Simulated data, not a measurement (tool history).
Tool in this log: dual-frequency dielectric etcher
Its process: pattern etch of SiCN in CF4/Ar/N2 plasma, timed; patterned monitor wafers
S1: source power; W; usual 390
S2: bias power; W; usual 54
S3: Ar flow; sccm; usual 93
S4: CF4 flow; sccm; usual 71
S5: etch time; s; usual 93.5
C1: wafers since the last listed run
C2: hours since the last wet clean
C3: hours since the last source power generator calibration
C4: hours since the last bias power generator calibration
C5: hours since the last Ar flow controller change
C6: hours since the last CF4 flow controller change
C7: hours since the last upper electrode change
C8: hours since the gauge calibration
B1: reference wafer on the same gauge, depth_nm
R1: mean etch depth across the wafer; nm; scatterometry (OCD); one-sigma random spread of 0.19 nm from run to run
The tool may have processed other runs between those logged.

run,hour,S1,S2,S3,S4,S5,C1,C2,C3,C4,C5,C6,C7,C8,B1,R1
1,0,390,60,93,71,93.5,0,248.2,3303.8,1973.6,4295.1,5469.4,4634.4,471.2,77.3,69.2
# hour 77.8: wet clean of the chamber
2,78.3,340,44,93,71,93.5,481,0.5,3382.1,2051.9,4373.4,5547.7,4712.7,549.5,77.3,54.6
3,83.4,340,44,93,71,93.5,45,5.6,3387.2,2057,4378.5,5552.8,4717.8,554.6,77.3,54.9
4,215.8,390,59,93,76,93.5,1174,138,3519.6,2189.4,4510.9,5685.2,4850.2,687,77.3,67.8
5,256.7,390,59,93,76,93.5,362,178.9,3560.5,2230.3,4551.8,5726.1,4891.1,727.9,77.3,68.2
# hour 270.1: Ar flow controller replaced
6,297.9,390,59,93,76,93.5,312,220.1,3601.7,2271.5,27.8,5767.3,4932.3,769.1,77.3,68.4
# hour 328.3: source power generator calibrated
# hour 328.7: CF4 flow controller replaced
# hour 339.7: gauge calibrated
7,357.2,390,54,93,71,93.5,486,279.4,28.9,2330.8,87.1,28.5,4991.6,17.5,77.3,65.4
# hour 382.9: wet clean of the chamber
# hour 406: upper electrode replaced, of another model than before
8,408.3,390,54,93,71,93.5,35,25.4,80,2381.9,138.2,79.6,2.3,68.6,77.3,65
# hour 443.8: bias power generator calibrated
9,477.7,340,44,93,71,93.5,580,94.8,149.4,33.9,207.6,149,71.7,138,77.3,54.7
10,545.1,310,54,82,78,93.5,597,162.2,216.8,101.3,275,216.4,139.1,205.4,77.3,61.9
11,600.4,390,47,93,63,93.5,490,217.5,272.1,156.6,330.3,271.7,194.4,260.7,77.3,59
12,658.5,340,54,93,71,93.5,515,275.6,330.2,214.7,388.4,329.8,252.5,318.8,77.4,62.4
# hour 709.7: wet clean of the chamber
13,710.2,330,63,114,71,71.5,245,0.5,381.9,266.4,440.1,381.5,304.2,370.5,77.4,49.1
14,718.4,390,54,71,71,73,72,8.7,390.1,274.6,448.3,389.7,312.4,378.7,77.3,53.3
15,779,320,54,93,71,93.5,537,69.3,450.7,335.2,508.9,450.3,373,439.3,77.2,60.8
16,845.8,340,54,93,71,118.5,592,136.1,517.5,402,575.7,517.1,439.8,506.1,77.3,78.4
17,871.9,360,54,82,77,103,231,162.2,543.6,428.1,601.8,543.2,465.9,532.2,77.3,72.3

Below are 3 alternative next runs, each starting from the tool's condition after run 17. Predict each:
A,872.3,390,58,93,71,93.5,3,162.6,544,428.5,602.2,543.6,466.3,532.6,?,?
B,872.3,390,54,102,71,93.5,3,162.6,544,428.5,602.2,543.6,466.3,532.6,?,?
C,872.3,390,45,93,71,93.5,3,162.6,544,428.5,602.2,543.6,466.3,532.6,?,?

run,B1,R1
A,77.3,67.7
B,77.3,63.8
C,77.3,58.1
Without the tool's unlogged condition, the same runs would have read:
run,R1
A,67
B,63.1
C,57.4
